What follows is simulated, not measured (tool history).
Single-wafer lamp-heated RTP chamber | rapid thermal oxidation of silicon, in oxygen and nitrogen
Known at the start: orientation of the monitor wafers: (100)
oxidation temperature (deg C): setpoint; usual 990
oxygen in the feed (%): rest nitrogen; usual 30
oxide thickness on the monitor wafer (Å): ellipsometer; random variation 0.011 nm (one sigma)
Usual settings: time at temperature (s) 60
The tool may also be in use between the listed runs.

run   hour  oxidation temperature (deg C)  time at temperature (s)  oxygen in the feed (%)  wafers since the last listed run  wafers since the last pyrometer calibration  hours since the oxygen flow controller was replaced  hours since the gauge calibration  read-back reference wafer on the same gauge, thickness  oxide thickness on the monitor wafer (Å)
  1    0.0                            990                       60                      30                                 0                                         3066                                               3887.5                              662.1                                                   3.228                                     35.32
  2   57.7                            990                       60                      30                               390                                         3457                                               3945.2                              719.8                                                   3.230                                     35.48
  3  136.1                            990                       60                      30                               530                                         3987                                               4023.6                              798.2                                                   3.229                                     35.84
  4  175.0                            990                       60                      30                               263                                         4251                                               4062.5                              837.1                                                   3.231                                     35.69
  5  217.2                            990                       60                      30                               285                                         4537                                               4104.7                              879.3                                                   3.231                                     35.78
  6  286.7                            990                       60                      30                               470                                         5007                                               4174.2                              948.8                                                   3.230                                     35.99
  7  330.8                            990                       60                      30                               298                                         5306                                               4218.3                              992.9                                                   3.226                                     36.04
     359.2  -- pyrometer window cleaned and pyrometer calibrated
  8  359.7                            972                       60                      30                               141                                            3                                               4247.2                             1021.8                                                   3.232                                     31.25

Run 9 comes next. What will it give?
     385.8  -- gauge calibrated
  9  415.6                            999                       84                      17                               378                                          381                                               4303.1                               29.8                                                       ?                                         ?

read-back reference wafer on the same gauge, thickness: 3.229
oxide thickness on the monitor wafer (Å): 35.74
Without the tool's hidden state the same run would have given oxide thickness on the monitor wafer (Å) 35.54.
